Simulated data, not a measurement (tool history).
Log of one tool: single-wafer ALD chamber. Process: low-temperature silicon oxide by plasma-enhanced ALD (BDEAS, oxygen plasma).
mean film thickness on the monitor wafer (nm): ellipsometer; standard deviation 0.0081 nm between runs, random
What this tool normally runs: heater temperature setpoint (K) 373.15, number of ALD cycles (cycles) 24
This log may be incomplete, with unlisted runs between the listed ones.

run	hour	heater temperature setpoint (K)	number of ALD cycles (cycles)	wafers since the last listed run	hours since the last thermocouple change	hours since the gauge calibration	read-back reference wafer on the same gauge, thickness_nm	mean film thickness on the monitor wafer (nm)
1	0.0	366.15	24	0	1930.1	390.1	3.798	3.339
2	43.6	366.15	24	537	1973.7	433.7	3.797	3.334
3	97.2	373.15	24	660	2027.3	487.3	3.796	3.225
4	126.4	373.15	24	360	2056.5	516.5	3.795	3.243
5	162.0	373.15	24	438	2092.1	552.1	3.794	3.237
6	212.5	366.15	28	622	2142.6	602.6	3.791	3.871
7	253.1	366.15	28	500	2183.2	643.2	3.791	3.886
8	285.8	366.15	28	403	2215.9	675.9	3.790	3.870
9	342.4	384.15	24	697	2272.5	732.5	3.786	3.163
10	384.5	384.15	24	519	2314.6	774.6	3.787	3.163
11	456.1	373.15	25	882	2386.2	846.2	3.780	3.359
12	505.7	373.15	21	611	2435.8	895.8	3.778	2.821
13	570.3	373.15	24	796	2500.4	960.4	3.776	3.224
14	618.0	373.15	24	588	2548.1	1008.1	3.774	3.221
15	664.4	382.15	24	572	2594.5	1054.5	3.771	3.156
16	712.3	373.15	24	590	2642.4	1102.4	3.771	3.216
# hour 750.9: gauge calibrated
17	761.7	373.15	24	609	2691.8	10.8	3.807	3.252
18	792.1	367.15	24	374	2722.2	41.2	3.805	3.324
19	826.7	373.15	24	426	2756.8	75.8	3.804	3.245
20	879.9	369.15	26	655	2810.0	129.0	3.803	3.566
21	950.1	373.15	24	865	2880.2	199.2	3.799	3.254
# hour 987.7: thermocouple changed; heater temperature recalibrated
22	988.2	383.15	20	371	0.5	237.3	3.799	2.640
23	1033.0	369.15	28	552	45.3	282.1	3.798	3.839
24	1087.8	360.15	29	675	100.1	336.9	3.796	4.108
25	1139.1	368.15	20	632	151.4	388.2	3.792	2.743
26	1195.5	373.15	24	695	207.8	444.6	3.790	3.228
27	1264.5	365.15	28	850	276.8	513.6	3.784	3.913
28	1323.6	382.15	21	728	335.9	572.7	3.782	2.766
29	1395.2	362.15	21	882	407.5	644.3	3.780	2.950
30	1433.3	373.15	24	469	445.6	682.4	3.781	3.220
31	1459.2	373.15	24	319	471.5	708.3	3.778	3.233
32	1501.3	362.15	21	519	513.6	750.4	3.775	2.958
33	1548.2	373.15	24	578	560.5	797.3	3.778	3.224
34	1579.8	386.15	22	389	592.1	828.9	3.777	2.877
35	1635.7	388.15	25	689	648.0	884.8	3.773	3.247

Forecast each of these 4 alternatives for the next run:
A	1636.1	373.15	27	4	648.4	885.2	?	?
B	1636.1	361.15	24	4	648.4	885.2	?	?
C	1636.1	378.15	24	4	648.4	885.2	?	?
D	1636.1	368.15	22	4	648.4	885.2	?	?

run	read-back reference wafer on the same gauge, thickness_nm	mean film thickness on the monitor wafer (nm)
A	3.774	3.606
B	3.774	3.363
C	3.774	3.172
D	3.774	2.998
Stripped of hidden state, with their random variation kept, the same runs would have yielded:
run	mean film thickness on the monitor wafer (nm)
A	3.642
B	3.397
C	3.204
D	3.029

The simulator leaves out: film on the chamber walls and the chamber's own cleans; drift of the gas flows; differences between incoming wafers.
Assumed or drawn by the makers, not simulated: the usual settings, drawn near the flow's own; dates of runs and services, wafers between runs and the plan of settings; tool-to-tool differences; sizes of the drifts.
